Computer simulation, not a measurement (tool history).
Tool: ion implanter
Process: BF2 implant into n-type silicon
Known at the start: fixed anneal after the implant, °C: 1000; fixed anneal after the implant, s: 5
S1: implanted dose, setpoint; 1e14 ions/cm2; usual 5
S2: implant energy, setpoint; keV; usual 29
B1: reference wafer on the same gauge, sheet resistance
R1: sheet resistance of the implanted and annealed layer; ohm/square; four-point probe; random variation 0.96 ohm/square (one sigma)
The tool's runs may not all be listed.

run 1 hour=0 | S1=5 S2=23 | B1=260.92 | R1=301.85
run 2 hour=24.7 | S1=5 S2=23 | B1=261.47 | R1=303.84
run 3 hour=75.5 | S1=5 S2=23 | B1=261.08 | R1=302.25
run 4 hour=112.6 | S1=5 S2=25.5 | B1=261.57 | R1=295.83
run 5 hour=137.7 | S1=5 S2=29 | B1=260.75 | R1=285.81
run 6 hour=169.3 | S1=5 S2=24 | B1=261.21 | R1=299.88
run 7 hour=242.6 | S1=4.12 S2=24 | B1=260.85 | R1=345.65
run 8 hour=314.7 | S1=4.12 S2=24 | B1=261.11 | R1=349.66
run 9 hour=471.7 | S1=5 S2=29 | B1=260.58 | R1=280.28
run 10 hour=510.7 | S1=5 S2=29 | B1=261.04 | R1=278.89
run 11 hour=571.1 | S1=5 S2=29 | B1=260.9 | R1=281.77
run 12 hour=628.3 | S1=3.56 S2=29 | B1=261.14 | R1=366.39
run 13 hour=686.6 | S1=5 S2=29 | B1=261.08 | R1=281.6
run 14 hour=730.9 | S1=4.31 S2=25 | B1=260.68 | R1=324.26
run 15 hour=784.7 | S1=5.71 S2=24 | B1=261.04 | R1=275.72
run 16 hour=969.8 | S1=3.56 S2=29 | B1=261.23 | R1=374.37
run 17 hour=1027.6 | S1=6.39 S2=20.5 | B1=260.57 | R1=282.67
run 18 hour=1090.1 | S1=5.43 S2=19 | B1=260.98 | R1=306.26
run 19 hour=1137.4 | S1=5.42 S2=38 | B1=261.1 | R1=247.42
run 20 hour=1187.8 | S1=5 S2=23 | B1=260.53 | R1=298.27
run 21 hour=1259.2 | S1=5 S2=29 | B1=261.15 | R1=280.5
run 22 hour=1406.6 | S1=5 S2=37 | B1=260.64 | R1=267.14

Not shown: 4 entries that the log had between the listed runs. Between which runs, and how does the tool's hidden state differ before and after?
Between runs 8 and 9: Faraday cup replaced and dose calibrated (hour 363.7)
  deviation of the true dose from the Faraday cup's reading, %: -4.81 -> 0.282
  measured less the result without the state, R1: +12.34 -> -0.56 ohm/square
Between runs 15 and 16: extraction supply calibrated (hour 918.8); gauge calibrated (hour 952.6)
  deviation of the true dose from the Faraday cup's reading, %: -1.03 -> -2.54
  measured less the result without the state, R1: +1.5 -> +8.05 ohm/square
Between runs 17 and 18: Faraday cup replaced and dose calibrated (hour 1044.9)
  deviation of the true dose from the Faraday cup's reading, %: -3.12 -> 0.318
  measured less the result without the state, R1: +3.42 -> -0.43 ohm/square

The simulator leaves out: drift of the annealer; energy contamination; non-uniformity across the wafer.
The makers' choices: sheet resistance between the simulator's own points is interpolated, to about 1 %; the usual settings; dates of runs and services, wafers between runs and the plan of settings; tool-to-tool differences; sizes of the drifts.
